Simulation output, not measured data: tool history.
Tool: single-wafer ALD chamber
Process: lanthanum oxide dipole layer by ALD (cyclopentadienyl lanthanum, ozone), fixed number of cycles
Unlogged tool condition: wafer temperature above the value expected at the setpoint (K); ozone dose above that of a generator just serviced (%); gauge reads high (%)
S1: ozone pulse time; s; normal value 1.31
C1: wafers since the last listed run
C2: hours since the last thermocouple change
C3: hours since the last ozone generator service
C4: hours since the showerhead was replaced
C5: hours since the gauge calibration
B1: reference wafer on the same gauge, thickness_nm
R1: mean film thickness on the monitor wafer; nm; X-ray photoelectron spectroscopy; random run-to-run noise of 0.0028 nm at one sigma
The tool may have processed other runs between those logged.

{"run": 1, "hour": 0.0, "S1": 1.31, "C1": 0, "C2": 749.1, "C3": 777.9, "C4": 6913.4, "C5": 582.0, "B1": 0.573, "R1": 0.529}
{"run": 2, "hour": 61.8, "S1": 1.54, "C1": 1638, "C2": 810.9, "C3": 839.7, "C4": 6975.2, "C5": 643.8, "B1": 0.573, "R1": 0.546}
{"run": 3, "hour": 129.4, "S1": 1.31, "C1": 1792, "C2": 878.5, "C3": 907.3, "C4": 7042.8, "C5": 711.4, "B1": 0.573, "R1": 0.531}
{"run": 4, "hour": 170.2, "S1": 0.97, "C1": 1081, "C2": 919.3, "C3": 948.1, "C4": 7083.6, "C5": 752.2, "B1": 0.573, "R1": 0.483}
{"run": 5, "hour": 209.9, "S1": 0.97, "C1": 1052, "C2": 959.0, "C3": 987.8, "C4": 7123.3, "C5": 791.9, "B1": 0.573, "R1": 0.487}
{"run": 6, "hour": 249.0, "S1": 0.97, "C1": 1036, "C2": 998.1, "C3": 1026.9, "C4": 7162.4, "C5": 831.0, "B1": 0.573, "R1": 0.481}
{"run": 7, "hour": 292.3, "S1": 1.31, "C1": 1148, "C2": 1041.4, "C3": 1070.2, "C4": 7205.7, "C5": 874.3, "B1": 0.574, "R1": 0.524}
{"run": 8, "hour": 335.3, "S1": 1.31, "C1": 1140, "C2": 1084.4, "C3": 1113.2, "C4": 7248.7, "C5": 917.3, "B1": 0.572, "R1": 0.527}
{"run": 9, "hour": 360.1, "S1": 1.31, "C1": 657, "C2": 1109.2, "C3": 1138.0, "C4": 7273.5, "C5": 942.1, "B1": 0.573, "R1": 0.529}
{"run": 10, "hour": 404.7, "S1": 1.31, "C1": 1182, "C2": 1153.8, "C3": 1182.6, "C4": 7318.1, "C5": 986.7, "B1": 0.573, "R1": 0.526}
{"hour": 421.9, "done": "showerhead replaced"}
{"run": 11, "hour": 438.9, "S1": 1.69, "C1": 694, "C2": 1188.0, "C3": 1216.8, "C4": 17.0, "C5": 1020.9, "B1": 0.573, "R1": 0.549}
{"hour": 460.0, "done": "gauge calibrated"}
{"run": 12, "hour": 500.8, "S1": 0.81, "C1": 1641, "C2": 1249.9, "C3": 1278.7, "C4": 78.9, "C5": 40.8, "B1": 0.574, "R1": 0.446}
{"run": 13, "hour": 541.5, "S1": 1.81, "C1": 1079, "C2": 1290.6, "C3": 1319.4, "C4": 119.6, "C5": 81.5, "B1": 0.572, "R1": 0.552}
{"run": 14, "hour": 586.3, "S1": 1.31, "C1": 1187, "C2": 1335.4, "C3": 1364.2, "C4": 164.4, "C5": 126.3, "B1": 0.574, "R1": 0.527}
{"hour": 605.4, "done": "ozone generator serviced"}
{"run": 15, "hour": 647.0, "S1": 1.04, "C1": 1397, "C2": 1396.1, "C3": 41.6, "C4": 225.1, "C5": 187.0, "B1": 0.572, "R1": 0.508}
{"run": 16, "hour": 698.0, "S1": 1.31, "C1": 1352, "C2": 1447.1, "C3": 92.6, "C4": 276.1, "C5": 238.0, "B1": 0.573, "R1": 0.529}
{"hour": 731.6, "done": "thermocouple changed; heater temperature recalibrated"}
{"run": 17, "hour": 732.1, "S1": 1.08, "C1": 692, "C2": 0.5, "C3": 126.7, "C4": 310.2, "C5": 272.1, "B1": 0.573, "R1": 0.511}
{"run": 18, "hour": 901.0, "S1": 1.68, "C1": 4478, "C2": 169.4, "C3": 295.6, "C4": 479.1, "C5": 441.0, "B1": 0.572, "R1": 0.56}
{"run": 19, "hour": 941.1, "S1": 1.31, "C1": 1063, "C2": 209.5, "C3": 335.7, "C4": 519.2, "C5": 481.1, "B1": 0.573, "R1": 0.533}
{"run": 20, "hour": 967.8, "S1": 1.31, "C1": 707, "C2": 236.2, "C3": 362.4, "C4": 545.9, "C5": 507.8, "B1": 0.574, "R1": 0.535}
{"run": 21, "hour": 1015.1, "S1": 1.46, "C1": 1254, "C2": 283.5, "C3": 409.7, "C4": 593.2, "C5": 555.1, "B1": 0.573, "R1": 0.552}

Here are 5 independent what-if runs from the current tool condition. What would each one return?
{"run": "A", "hour": 1015.5, "S1": 1.67, "C1": 10, "C2": 283.9, "C3": 410.1, "C4": 593.6, "C5": 555.5, "B1": "?", "R1": "?"}
{"run": "B", "hour": 1015.5, "S1": 1.06, "C1": 10, "C2": 283.9, "C3": 410.1, "C4": 593.6, "C5": 555.5, "B1": "?", "R1": "?"}
{"run": "C", "hour": 1015.5, "S1": 1.74, "C1": 10, "C2": 283.9, "C3": 410.1, "C4": 593.6, "C5": 555.5, "B1": "?", "R1": "?"}
{"run": "D", "hour": 1015.5, "S1": 1.57, "C1": 10, "C2": 283.9, "C3": 410.1, "C4": 593.6, "C5": 555.5, "B1": "?", "R1": "?"}
{"run": "E", "hour": 1015.5, "S1": 1.64, "C1": 10, "C2": 283.9, "C3": 410.1, "C4": 593.6, "C5": 555.5, "B1": "?", "R1": "?"}

run=A B1=0.574 R1=0.550
run=B B1=0.574 R1=0.500
run=C B1=0.574 R1=0.553
run=D B1=0.574 R1=0.545
run=E B1=0.574 R1=0.549
Without the tool's unlogged condition, the same runs would have read:
run=A R1=0.552
run=B R1=0.504
run=C R1=0.555
run=D R1=0.548
run=E R1=0.551
